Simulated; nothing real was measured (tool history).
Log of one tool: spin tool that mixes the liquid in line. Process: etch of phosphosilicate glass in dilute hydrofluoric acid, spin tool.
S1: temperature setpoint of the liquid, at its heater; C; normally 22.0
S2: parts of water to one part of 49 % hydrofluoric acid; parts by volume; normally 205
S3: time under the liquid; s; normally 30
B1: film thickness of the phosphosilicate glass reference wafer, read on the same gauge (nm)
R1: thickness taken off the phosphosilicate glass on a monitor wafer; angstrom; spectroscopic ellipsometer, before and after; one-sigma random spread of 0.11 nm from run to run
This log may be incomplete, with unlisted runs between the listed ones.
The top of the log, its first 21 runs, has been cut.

{"run": 22, "day": 68.9, "S1": 17.5, "S2": 140, "S3": 40, "B1": 70.5, "R1": 376.9}
{"day": 72.129, "done": "hydrofluoric acid flow meter replaced"}
{"run": 23, "day": 72.512, "S1": 18.0, "S2": 205, "S3": 25, "B1": 70.83, "R1": 155.8}
{"run": 24, "day": 74.779, "S1": 25.0, "S2": 115, "S3": 50, "B1": 71.0, "R1": 799.9}
{"run": 25, "day": 78.996, "S1": 22.0, "S2": 205, "S3": 45, "B1": 71.3, "R1": 328.4}
{"run": 26, "day": 82.975, "S1": 22.0, "S2": 110, "S3": 50, "B1": 71.58, "R1": 756.2}
{"run": 27, "day": 86.121, "S1": 22.0, "S2": 205, "S3": 30, "B1": 71.75, "R1": 219.7}
{"run": 28, "day": 87.867, "S1": 22.0, "S2": 205, "S3": 30, "B1": 71.85, "R1": 218.4}
{"run": 29, "day": 91.867, "S1": 22.0, "S2": 205, "S3": 30, "B1": 72.01, "R1": 221.5}
{"run": 30, "day": 95.146, "S1": 26.5, "S2": 135, "S3": 45, "B1": 72.17, "R1": 642.5}
{"run": 31, "day": 97.396, "S1": 26.0, "S2": 205, "S3": 35, "B1": 72.26, "R1": 300.3}
{"run": 32, "day": 101.85, "S1": 22.0, "S2": 235, "S3": 30, "B1": 72.43, "R1": 188.2}

Below are 4 alternative next runs, each starting from the tool's condition after run 32. Predict each:
{"run": "A", "day": 101.867, "S1": 22.0, "S2": 255, "S3": 30, "B1": "?", "R1": "?"}
{"run": "B", "day": 101.867, "S1": 24.0, "S2": 265, "S3": 20, "B1": "?", "R1": "?"}
{"run": "C", "day": 101.867, "S1": 18.5, "S2": 205, "S3": 30, "B1": "?", "R1": "?"}
{"run": "D", "day": 101.867, "S1": 22.0, "S2": 115, "S3": 35, "B1": "?", "R1": "?"}

run=A B1=72.42 R1=170.2
run=B B1=72.42 R1=116.2
run=C B1=72.42 R1=194.5
run=D B1=72.42 R1=509.9
The same runs, with their run-to-run variation unchanged, on a tool lacking any hidden condition would have given:
run=A R1=164.5
run=B R1=112.3
run=C R1=188.0
run=D R1=492.8
